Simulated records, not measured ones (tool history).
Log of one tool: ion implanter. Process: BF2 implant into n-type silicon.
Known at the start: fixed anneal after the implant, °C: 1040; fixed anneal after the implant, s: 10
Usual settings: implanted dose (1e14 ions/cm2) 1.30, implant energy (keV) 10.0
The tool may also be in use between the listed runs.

run   hour  implanted dose (1e14 ions/cm2)  implant energy (keV)  read-back reference wafer on the same gauge, sheet resistance  sheet resistance of the implanted and annealed layer (ohm/square)
  1    0.0                            1.45                  10.0                                                         843.23                                                             703.23
  2   14.3                            1.55                   8.0                                                         843.49                                                             680.42
  3   34.4                            1.55                   8.0                                                         843.26                                                             681.56
  4   47.3                            1.55                   8.0                                                         843.64                                                             679.04
  5   61.8                            1.30                  10.0                                                         843.22                                                             772.50
  6   96.4                            1.30                  10.0                                                         843.94                                                             771.40
  7  126.0                            1.30                  10.0                                                         843.85                                                             775.79
  8  159.6                            1.30                  10.0                                                         843.42                                                             773.56
  9  190.3                            1.30                  10.0                                                         844.81                                                             773.29
 10  211.4                            1.30                  10.0                                                         844.03                                                             774.63
 11  246.4                            1.30                  10.0                                                         843.90                                                             774.80
 12  258.6                            1.47                  13.0                                                         843.84                                                             670.71
     263.1  -- gauge calibrated
 13  284.2                            1.47                  13.0                                                         830.46                                                             662.43
     304.6  -- Faraday cup replaced and dose calibrated
     307.0  -- extraction supply calibrated
 14  314.8                            1.30                  10.0                                                         831.31                                                             763.40
 15  348.1                            1.30                  10.0                                                         832.82                                                             762.19
 16  378.9                            1.30                  10.0                                                         833.30                                                             766.61
 17  404.3                            1.30                  10.0                                                         834.30                                                             767.78
 18  436.2                            1.08                   9.0                                                         835.32                                                             918.92
 19  462.8                            1.30                  10.0                                                         835.75                                                             769.28
 20  495.4                            1.30                  10.0                                                         836.50                                                             771.43
 21  516.2                            1.43                  13.0                                                         836.59                                                             682.94
 22  545.5                            1.30                  10.0                                                         838.53                                                             769.65
 23  568.1                            1.30                  11.0                                                         837.92                                                             755.11
 24  597.6                            1.05                   6.5                                                         838.67                                                             987.64
 25  663.7                            1.55                   8.5                                                         840.06                                                             673.20
 26  690.3                            1.30                  10.0                                                         839.27                                                             770.27
 27  716.3                            1.46                  11.5                                                         840.16                                                             681.92
 28  745.4                            1.40                   8.5                                                         840.58                                                             739.66
 29  771.5                            1.68                   7.0                                                         840.63                                                             647.88
 30  866.7                            1.01                  12.0                                                         841.27                                                             935.21
 31  886.3                            1.06                  11.5                                                         841.30                                                             905.51
 32  903.4                            1.50                   8.5                                                         842.80                                                             696.05
 33  936.8                            1.08                   9.0                                                         841.54                                                             922.74
 34  951.2                            0.95                  13.0                                                         841.58                                                             973.26
 35  966.9                            1.18                  11.5                                                         841.68                                                             825.02
 36  994.5                            0.95                  10.0                                                         841.08                                                            1019.95

5 ways to go on from here, each from the tool as it stands after run 36. What would each give?
  A  994.9                            0.92                  10.0                                                              ?                                                                  ?
  B  994.9                            1.41                  11.0                                                              ?                                                                  ?
  C  994.9                            1.60                   7.0                                                              ?                                                                  ?
  D  994.9                            1.62                   7.0                                                              ?                                                                  ?
  E  994.9                            1.43                  10.0                                                              ?                                                                  ?

run  read-back reference wafer on the same gauge, sheet resistance  sheet resistance of the implanted and annealed layer (ohm/square)
  A                                                         842.32                                                            1050.52
  B                                                         842.32                                                             714.37
  C                                                         842.32                                                             678.99
  D                                                         842.32                                                             671.59
  E                                                         842.32                                                             714.23
Without the tool's hidden state the same runs would have given:
run  sheet resistance of the implanted and annealed layer (ohm/square)
  A                                                            1035.43
  B                                                             704.11
  C                                                             669.24
  D                                                             661.94
  E                                                             703.97
